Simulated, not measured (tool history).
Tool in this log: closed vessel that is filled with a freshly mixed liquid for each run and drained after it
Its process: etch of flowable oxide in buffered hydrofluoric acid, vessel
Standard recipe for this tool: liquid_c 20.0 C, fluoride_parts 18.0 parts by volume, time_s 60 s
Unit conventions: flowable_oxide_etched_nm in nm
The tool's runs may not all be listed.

run,hour,liquid_c,fluoride_parts,time_s,wafers since the last listed run,hours since the thermometer was replaced,hours since the hydrofluoric acid flow meter was replaced,hours since the gauge calibration,"read-back film thickness of the flowable oxide reference wafer, read on the same gauge (nm)",flowable_oxide_etched_nm
1,0.0,20.0,15.0,60,0,181.5,1218.8,677.8,100.00,106.31
2,48.9,20.0,18.0,60,6221,230.4,1267.7,726.7,100.00,89.22
3,76.7,20.0,18.0,60,3537,258.2,1295.5,754.5,100.00,88.74
4,94.2,17.5,18.0,60,2226,275.7,1313.0,772.0,100.01,75.65
5,110.7,20.0,18.0,60,2099,292.2,1329.5,788.5,100.00,88.21
6,145.2,20.0,18.0,60,4389,326.7,1364.0,823.0,99.99,88.54
7,167.4,20.0,18.0,60,2824,348.9,1386.2,845.2,100.00,87.75
8,188.3,20.0,18.0,60,2659,369.8,1407.1,866.1,99.97,87.70
9,209.4,20.0,18.0,60,2684,390.9,1428.2,887.2,100.01,88.23
10,226.6,20.0,18.0,60,2188,408.1,1445.4,904.4,100.00,89.42
11,242.0,23.0,24.0,90,1959,423.5,1460.8,919.8,100.00,122.76
12,254.9,17.5,18.0,60,1641,436.4,1473.7,932.7,99.99,76.85
13,281.8,20.0,18.0,60,3422,463.3,1500.6,959.6,100.00,88.84
14,303.1,20.0,18.0,60,2710,484.6,1521.9,980.9,100.00,88.88
15,327.0,24.5,18.0,30,3040,508.5,1545.8,1004.8,100.00,56.26
16,359.0,17.5,20.5,60,4071,540.5,1577.8,1036.8,100.00,67.95
17,391.7,20.0,18.0,60,4160,573.2,1610.5,1069.5,99.98,89.18
18,413.4,20.0,18.0,60,2761,594.9,1632.2,1091.2,99.99,89.72
19,448.0,24.0,20.0,90,4402,629.5,1666.8,1125.8,100.01,149.30
20,474.3,21.5,13.5,40,3346,655.8,1693.1,1152.1,99.98,85.42
# hour 495.2: hydrofluoric acid flow meter replaced
21,498.6,22.5,20.0,85,2964,680.1,3.4,1176.4,100.02,130.68
22,518.3,18.0,21.5,85,2506,699.8,23.1,1196.1,100.00,97.73
# hour 525.6: thermometer replaced
23,546.7,20.0,18.0,60,3486,21.1,51.5,1224.5,99.98,88.26
# hour 547.4: gauge calibrated
24,567.6,20.0,14.0,60,2659,42.0,72.4,20.2,99.99,114.28
25,588.4,22.0,24.5,85,2646,62.8,93.2,41.0,99.99,109.11
26,613.3,22.5,16.0,60,3168,87.7,118.1,65.9,99.99,114.10
27,627.3,20.0,24.5,40,1781,101.7,132.1,79.9,99.99,46.61
28,652.0,17.0,23.0,45,3142,126.4,156.8,104.6,100.00,46.34
29,673.0,20.0,18.0,60,2672,147.4,177.8,125.6,99.99,88.68
30,694.1,20.0,23.0,60,2684,168.5,198.9,146.7,100.00,71.63
31,711.5,20.0,20.5,60,2213,185.9,216.3,164.1,99.99,78.82
32,740.4,20.0,14.5,60,3677,214.8,245.2,193.0,99.98,110.19
33,793.1,20.0,21.5,90,6705,267.5,297.9,245.7,99.99,113.21

Alternative continuations, all from the tool just after run 33; predict every row:
A,793.8,20.0,18.0,60,89,268.2,298.6,246.4,?,?
B,793.8,18.0,18.0,60,89,268.2,298.6,246.4,?,?
C,793.8,20.0,18.0,70,89,268.2,298.6,246.4,?,?
D,793.8,23.0,18.0,60,89,268.2,298.6,246.4,?,?

run,"read-back film thickness of the flowable oxide reference wafer, read on the same gauge (nm)",flowable_oxide_etched_nm
A,100.00,89.00
B,100.00,79.49
C,100.00,103.84
D,100.00,105.15
Without the tool's hidden state the same runs would have given:
run,flowable_oxide_etched_nm
A,89.00
B,79.49
C,103.84
D,105.15
